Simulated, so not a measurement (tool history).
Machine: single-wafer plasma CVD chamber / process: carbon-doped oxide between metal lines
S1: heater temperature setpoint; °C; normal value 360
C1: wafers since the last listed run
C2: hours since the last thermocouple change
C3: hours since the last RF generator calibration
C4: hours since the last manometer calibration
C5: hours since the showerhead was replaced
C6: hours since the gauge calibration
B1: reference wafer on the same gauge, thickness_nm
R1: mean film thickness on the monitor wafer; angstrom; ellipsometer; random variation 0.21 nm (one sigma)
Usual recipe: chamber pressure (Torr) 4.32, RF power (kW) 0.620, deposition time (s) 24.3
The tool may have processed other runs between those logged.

run 1 hour=0.0 | S1=360 chamber_pressure_(Torr)=4.32 RF_power_(kW)=0.620 deposition_time_(s)=27.1 | C1=0 C2=1125.9 C3=973.2 C4=2367.0 C5=2968.1 C6=366.7 | B1=137.045 | R1=1357.46
-- hour=10.1 capacitance manometer re-zeroed and calibrated
run 2 hour=10.6 | S1=360 chamber_pressure_(Torr)=4.32 RF_power_(kW)=0.620 deposition_time_(s)=27.1 | C1=98 C2=1136.5 C3=983.8 C4=0.5 C5=2978.7 C6=377.3 | B1=137.014 | R1=1356.57
run 3 hour=33.0 | S1=360 chamber_pressure_(Torr)=4.32 RF_power_(kW)=0.620 deposition_time_(s)=27.1 | C1=851 C2=1158.9 C3=1006.2 C4=22.9 C5=3001.1 C6=399.7 | B1=137.049 | R1=1354.20
run 4 hour=45.9 | S1=360 chamber_pressure_(Torr)=4.32 RF_power_(kW)=0.620 deposition_time_(s)=24.3 | C1=490 C2=1171.8 C3=1019.1 C4=35.8 C5=3014.0 C6=412.6 | B1=136.996 | R1=1218.40
run 5 hour=53.3 | S1=360 chamber_pressure_(Torr)=4.88 RF_power_(kW)=0.620 deposition_time_(s)=24.3 | C1=281 C2=1179.2 C3=1026.5 C4=43.2 C5=3021.4 C6=420.0 | B1=137.035 | R1=1238.72
run 6 hour=62.1 | S1=360 chamber_pressure_(Torr)=4.32 RF_power_(kW)=0.620 deposition_time_(s)=24.3 | C1=334 C2=1188.0 C3=1035.3 C4=52.0 C5=3030.2 C6=428.8 | B1=136.988 | R1=1217.26
run 7 hour=79.9 | S1=360 chamber_pressure_(Torr)=4.32 RF_power_(kW)=0.680 deposition_time_(s)=26.1 | C1=676 C2=1205.8 C3=1053.1 C4=69.8 C5=3048.0 C6=446.6 | B1=137.020 | R1=1385.26
run 8 hour=86.2 | S1=367 chamber_pressure_(Torr)=4.97 RF_power_(kW)=0.670 deposition_time_(s)=24.3 | C1=239 C2=1212.1 C3=1059.4 C4=76.1 C5=3054.3 C6=452.9 | B1=137.035 | R1=1284.24
run 9 hour=97.6 | S1=367 chamber_pressure_(Torr)=5.38 RF_power_(kW)=0.620 deposition_time_(s)=28.9 | C1=433 C2=1223.5 C3=1070.8 C4=87.5 C5=3065.7 C6=464.3 | B1=137.005 | R1=1458.57
run 10 hour=111.5 | S1=360 chamber_pressure_(Torr)=4.32 RF_power_(kW)=0.620 deposition_time_(s)=24.3 | C1=528 C2=1237.4 C3=1084.7 C4=101.4 C5=3079.6 C6=478.2 | B1=137.037 | R1=1220.29
run 11 hour=127.0 | S1=373 chamber_pressure_(Torr)=4.32 RF_power_(kW)=0.585 deposition_time_(s)=21.6 | C1=589 C2=1252.9 C3=1100.2 C4=116.9 C5=3095.1 C6=493.7 | B1=136.939 | R1=1002.50
run 12 hour=136.8 | S1=360 chamber_pressure_(Torr)=4.32 RF_power_(kW)=0.620 deposition_time_(s)=24.3 | C1=372 C2=1262.7 C3=1110.0 C4=126.7 C5=3104.9 C6=503.5 | B1=137.016 | R1=1219.64
run 13 hour=150.8 | S1=346 chamber_pressure_(Torr)=3.92 RF_power_(kW)=0.515 deposition_time_(s)=20.2 | C1=532 C2=1276.7 C3=1124.0 C4=140.7 C5=3118.9 C6=517.5 | B1=136.986 | R1=919.30
run 14 hour=160.6 | S1=354 chamber_pressure_(Torr)=3.34 RF_power_(kW)=0.540 deposition_time_(s)=26.3 | C1=372 C2=1286.5 C3=1133.8 C4=150.5 C5=3128.7 C6=527.3 | B1=137.040 | R1=1185.47
-- hour=184.5 showerhead replaced
run 15 hour=185.0 | S1=360 chamber_pressure_(Torr)=4.32 RF_power_(kW)=0.620 deposition_time_(s)=24.3 | C1=623 C2=1310.9 C3=1158.2 C4=174.9 C5=0.5 C6=551.7 | B1=137.037 | R1=1218.25
run 16 hour=185.3 | S1=370 chamber_pressure_(Torr)=5.40 RF_power_(kW)=0.620 deposition_time_(s)=24.3 | C1=11 C2=1311.2 C3=1158.5 C4=175.2 C5=0.8 C6=552.0 | B1=137.009 | R1=1218.74
run 17 hour=191.7 | S1=360 chamber_pressure_(Torr)=4.32 RF_power_(kW)=0.620 deposition_time_(s)=28.4 | C1=243 C2=1317.6 C3=1164.9 C4=181.6 C5=7.2 C6=558.4 | B1=137.001 | R1=1416.29
-- hour=191.8 gauge calibrated
run 18 hour=207.8 | S1=360 chamber_pressure_(Torr)=4.68 RF_power_(kW)=0.655 deposition_time_(s)=24.3 | C1=611 C2=1333.7 C3=1181.0 C4=197.7 C5=23.3 C6=16.0 | B1=136.987 | R1=1275.78
run 19 hour=218.8 | S1=360 chamber_pressure_(Torr)=4.32 RF_power_(kW)=0.620 deposition_time_(s)=20.6 | C1=418 C2=1344.7 C3=1192.0 C4=208.7 C5=34.3 C6=27.0 | B1=137.019 | R1=1034.96
run 20 hour=233.9 | S1=360 chamber_pressure_(Torr)=4.32 RF_power_(kW)=0.620 deposition_time_(s)=24.3 | C1=573 C2=1359.8 C3=1207.1 C4=223.8 C5=49.4 C6=42.1 | B1=136.983 | R1=1218.84
run 21 hour=244.9 | S1=352 chamber_pressure_(Torr)=4.75 RF_power_(kW)=0.715 deposition_time_(s)=24.3 | C1=418 C2=1370.8 C3=1218.1 C4=234.8 C5=60.4 C6=53.1 | B1=136.971 | R1=1392.37
-- hour=266.0 RF generator calibrated
run 22 hour=266.5 | S1=364 chamber_pressure_(Torr)=3.94 RF_power_(kW)=0.520 deposition_time_(s)=22.0 | C1=516 C2=1392.4 C3=0.5 C4=256.4 C5=82.0 C6=74.7 | B1=137.005 | R1=973.94
-- hour=276.3 thermocouple changed; heater temperature recalibrated
run 23 hour=278.0 | S1=366 chamber_pressure_(Torr)=4.32 RF_power_(kW)=0.530 deposition_time_(s)=24.3 | C1=133 C2=1.7 C3=12.0 C4=267.9 C5=93.5 C6=86.2 | B1=136.968 | R1=1074.56
run 24 hour=326.0 | S1=373 chamber_pressure_(Torr)=4.81 RF_power_(kW)=0.620 deposition_time_(s)=29.0 | C1=1824 C2=49.7 C3=60.0 C4=315.9 C5=141.5 C6=134.2 | B1=136.969 | R1=1419.83
run 25 hour=333.0 | S1=374 chamber_pressure_(Torr)=4.32 RF_power_(kW)=0.620 deposition_time_(s)=28.1 | C1=266 C2=56.7 C3=67.0 C4=322.9 C5=148.5 C6=141.2 | B1=137.012 | R1=1355.58
run 26 hour=346.8 | S1=364 chamber_pressure_(Torr)=3.95 RF_power_(kW)=0.655 deposition_time_(s)=21.7 | C1=524 C2=70.5 C3=80.8 C4=336.7 C5=162.3 C6=155.0 | B1=136.951 | R1=1107.68
run 27 hour=359.4 | S1=360 chamber_pressure_(Torr)=4.32 RF_power_(kW)=0.620 deposition_time_(s)=24.3 | C1=478 C2=83.1 C3=93.4 C4=349.3 C5=174.9 C6=167.6 | B1=137.045 | R1=1221.04
run 28 hour=398.3 | S1=360 chamber_pressure_(Torr)=4.32 RF_power_(kW)=0.620 deposition_time_(s)=24.3 | C1=1478 C2=122.0 C3=132.3 C4=388.2 C5=213.8 C6=206.5 | B1=137.054 | R1=1216.85

Run by run, hidden condition taken away, random variation retained:
Hidden state at play: wafer temperature above the value expected at the setpoint (K); delivered RF power above the setpoint (%); true pressure above the setpoint (%); gauge reads high (%).
run=1 R1=1361.01
run=2 R1=1360.14
run=3 R1=1357.78
run=4 R1=1221.64
run=5 R1=1242.01
run=6 R1=1220.51
run=7 R1=1388.50
run=8 R1=1288.84
run=9 R1=1464.32
run=10 R1=1223.59
run=11 R1=1007.55
run=12 R1=1222.96
run=13 R1=920.57
run=14 R1=1188.41
run=15 R1=1221.61
run=16 R1=1224.16
run=17 R1=1420.21
run=18 R1=1279.12
run=19 R1=1037.84
run=20 R1=1222.25
run=21 R1=1393.76
run=22 R1=960.83
run=23 R1=1077.55
run=24 R1=1423.79
run=25 R1=1359.39
run=26 R1=1110.80
run=27 R1=1224.57
run=28 R1=1220.40
